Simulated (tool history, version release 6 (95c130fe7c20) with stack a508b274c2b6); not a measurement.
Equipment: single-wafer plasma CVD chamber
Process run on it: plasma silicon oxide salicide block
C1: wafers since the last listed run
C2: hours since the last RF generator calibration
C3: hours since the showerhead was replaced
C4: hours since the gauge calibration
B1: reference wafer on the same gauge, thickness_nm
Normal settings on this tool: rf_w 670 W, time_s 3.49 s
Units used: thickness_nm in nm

Run 1, hour 0.0: usual settings but time_s 3.94 s; C1 0; C2 231.5; C3 5688.3; C4 434.2; B1 44.405. Result: thickness_nm 43.243 nm.
Run 2, hour 16.7: usual settings; C1 310; C2 248.2; C3 5705.0; C4 450.9; B1 44.444. Result: thickness_nm 38.249 nm.
Run 3, hour 41.7: usual settings; C1 464; C2 273.2; C3 5730.0; C4 475.9; B1 44.396. Result: thickness_nm 37.948 nm.
Run 4, hour 54.5: usual settings but rf_w 750 W, time_s 3.20 s; C1 237; C2 286.0; C3 5742.8; C4 488.7; B1 44.391. Result: thickness_nm 36.498 nm.
Run 5, hour 68.5: usual settings but rf_w 750 W, time_s 3.20 s; C1 260; C2 300.0; C3 5756.8; C4 502.7; B1 44.408. Result: thickness_nm 36.320 nm.
Run 6, hour 83.0: usual settings but rf_w 705 W; C1 269; C2 314.5; C3 5771.3; C4 517.2; B1 44.329. Result: thickness_nm 38.954 nm.
Run 7, hour 136.9: usual settings but rf_w 705 W; C1 1001; C2 368.4; C3 5825.2; C4 571.1; B1 44.405. Result: thickness_nm 38.747 nm.
Run 8, hour 158.9: usual settings but rf_w 705 W; C1 408; C2 390.4; C3 5847.2; C4 593.1; B1 44.458. Result: thickness_nm 38.874 nm.
Run 9, hour 184.3: usual settings but rf_w 565 W; C1 471; C2 415.8; C3 5872.6; C4 618.5; B1 44.386. Result: thickness_nm 35.755 nm.
Run 10, hour 208.0: usual settings but rf_w 565 W; C1 440; C2 439.5; C3 5896.3; C4 642.2; B1 44.314. Result: thickness_nm 35.705 nm.
Run 11, hour 232.1: usual settings but rf_w 700 W; C1 447; C2 463.6; C3 5920.4; C4 666.3; B1 44.484. Result: thickness_nm 38.913 nm.
Run 12, hour 266.1: usual settings but rf_w 605 W; C1 631; C2 497.6; C3 5954.4; C4 700.3; B1 44.395. Result: thickness_nm 36.533 nm.
Run 13, hour 282.3: usual settings but rf_w 605 W; C1 300; C2 513.8; C3 5970.6; C4 716.5; B1 44.426. Result: thickness_nm 36.604 nm.
Run 14, hour 315.4: usual settings but rf_w 605 W; C1 614; C2 546.9; C3 6003.7; C4 749.6; B1 44.467. Result: thickness_nm 36.713 nm.
Run 15, hour 347.9: usual settings; C1 603; C2 579.4; C3 6036.2; C4 782.1; B1 44.439. Result: thickness_nm 37.851 nm.
Run 16, hour 373.3: usual settings; C1 471; C2 604.8; C3 6061.6; C4 807.5; B1 44.359. Result: thickness_nm 37.911 nm.
Run 17, hour 406.4: usual settings; C1 614; C2 637.9; C3 6094.7; C4 840.6; B1 44.363. Result: thickness_nm 38.004 nm.
Run 18, hour 428.8: usual settings but rf_w 575 W; C1 416; C2 660.3; C3 6117.1; C4 863.0; B1 44.401. Result: thickness_nm 35.736 nm.
At hour 443.1: gauge calibrated.
Run 19, hour 451.0: usual settings; C1 412; C2 682.5; C3 6139.3; C4 7.9; B1 44.415. Result: thickness_nm 37.893 nm.
Run 20, hour 476.6: usual settings but time_s 3.35 s; C1 475; C2 708.1; C3 6164.9; C4 33.5; B1 44.335. Result: thickness_nm 36.415 nm.
Run 21, hour 504.0: usual settings but rf_w 580 W; C1 508; C2 735.5; C3 6192.3; C4 60.9; B1 44.322. Result: thickness_nm 35.665 nm.
Run 22, hour 523.7: usual settings but time_s 3.86 s; C1 365; C2 755.2; C3 6212.0; C4 80.6; B1 44.375. Result: thickness_nm 42.010 nm.
Run 23, hour 551.8: usual settings but rf_w 765 W, time_s 3.06 s; C1 521; C2 783.3; C3 6240.1; C4 108.7; B1 44.420. Result: thickness_nm 34.623 nm.
Run 24, hour 572.0: usual settings but rf_w 795 W, time_s 3.94 s; C1 375; C2 803.5; C3 6260.3; C4 128.9; B1 44.384. Result: thickness_nm 45.315 nm.
Run 25, hour 610.6: usual settings but rf_w 725 W, time_s 3.77 s; C1 716; C2 842.1; C3 6298.9; C4 167.5; B1 44.390. Result: thickness_nm 42.038 nm.
Run 26, hour 674.2: usual settings but rf_w 600 W, time_s 2.98 s; C1 1181; C2 905.7; C3 6362.5; C4 231.1; B1 44.456. Result: thickness_nm 30.910 nm.
Run 27, hour 687.3: usual settings but rf_w 735 W; C1 243; C2 918.8; C3 6375.6; C4 244.2; B1 44.423. Result: thickness_nm 38.783 nm.
At hour 698.0: showerhead replaced.
Run 28, hour 723.1: usual settings but rf_w 785 W, time_s 4.03 s; C1 516; C2 954.6; C3 25.1; C4 280.0; B1 44.420. Result: thickness_nm 45.971 nm.
Run 29, hour 735.1: usual settings but rf_w 630 W, time_s 3.20 s; C1 222; C2 966.6; C3 37.1; C4 292.0; B1 44.362. Result: thickness_nm 33.692 nm.
At hour 761.0: RF generator calibrated.
Run 30, hour 761.5: usual settings but rf_w 565 W; C1 341; C2 0.5; C3 63.5; C4 318.4; B1 44.398. Result: thickness_nm 36.156 nm.
Run 31, hour 852.7: usual settings but rf_w 565 W; C1 1693; C2 91.7; C3 154.7; C4 409.6; B1 44.401. Result: thickness_nm 35.921 nm.
Run 32, hour 874.6: usual settings but rf_w 790 W, time_s 2.83 s; C1 406; C2 113.6; C3 176.6; C4 431.5; B1 44.424. Result: thickness_nm 32.831 nm.
Run 33, hour 901.2: usual settings; C1 494; C2 140.2; C3 203.2; C4 458.1; B1 44.406. Result: thickness_nm 38.199 nm.
Run 34, hour 930.8: usual settings but time_s 3.78 s; C1 549; C2 169.8; C3 232.8; C4 487.7; B1 44.372. Result: thickness_nm 41.219 nm.
Run 35, hour 945.2: usual settings but rf_w 730 W; C1 267; C2 184.2; C3 247.2; C4 502.1; B1 44.394. Result: thickness_nm 39.513 nm.
Run 36, hour 971.3: usual settings but rf_w 585 W, time_s 3.93 s; C1 484; C2 210.3; C3 273.3; C4 528.2; B1 44.443. Result: thickness_nm 41.172 nm.
Run 37, hour 1003.4: usual settings; C1 596; C2 242.4; C3 305.4; C4 560.3; B1 44.427. Result: thickness_nm 38.052 nm.
Run 38, hour 1038.7: usual settings but rf_w 765 W; C1 655; C2 277.7; C3 340.7; C4 595.6; B1 44.438. Result: thickness_nm 39.919 nm.
Run 39, hour 1072.8: usual settings but rf_w 725 W; C1 633; C2 311.8; C3 374.8; C4 629.7; B1 44.465. Result: thickness_nm 39.205 nm.
Run 40, hour 1177.9: usual settings but rf_w 555 W, time_s 3.02 s; C1 1951; C2 416.9; C3 479.9; C4 734.8; B1 44.362. Result: thickness_nm 30.824 nm.
Run 41, hour 1205.3: usual settings but rf_w 620 W, time_s 3.73 s; C1 508; C2 444.3; C3 507.3; C4 762.2; B1 44.352. Result: thickness_nm 39.641 nm.
Run 42, hour 1238.4: usual settings; C1 614; C2 477.4; C3 540.4; C4 795.3; B1 44.348. Result: thickness_nm 38.067 nm.
Run 43, hour 1258.6: usual settings but rf_w 805 W, time_s 3.15 s; C1 375; C2 497.6; C3 560.6; C4 815.5; B1 44.439. Result: thickness_nm 36.809 nm.
Run 44, hour 1298.5: usual settings but time_s 3.76 s; C1 741; C2 537.5; C3 600.5; C4 855.4; B1 44.406. Result: thickness_nm 41.256 nm.
Run 45, hour 1331.2: usual settings but rf_w 610 W, time_s 3.24 s; C1 607; C2 570.2; C3 633.2; C4 888.1; B1 44.441. Result: thickness_nm 34.075 nm.

The tool's hidden state at each run:
gauge reads high (%): 0 on each run
H1: delivered RF power above the setpoint (%)
run       H1
  1   -0.672
  2   -0.717
  3    -0.79
  4   -0.829
  5   -0.875
  6   -0.925
  7    -1.13
  8    -1.22
  9    -1.34
 10    -1.45
 11    -1.57
 12    -1.75
 13    -1.84
 14    -2.04
 15    -2.24
 16    -2.41
 17    -2.64
 18     -2.8
 19    -2.97
 20    -3.17
 21    -3.39
 22    -3.55
 23    -3.79
 24    -3.97
 25    -4.33
 26    -4.94
 27    -5.08
 28    -5.45
 29    -5.58
 30  -0.0899
 31   -0.137
 32   -0.162
 33   -0.199
 34   -0.251
 35   -0.279
 36   -0.336
 37   -0.417
 38    -0.52
 39   -0.632
 40    -1.06
 41    -1.19
 42    -1.36
 43    -1.47
 44     -1.7
 45     -1.9
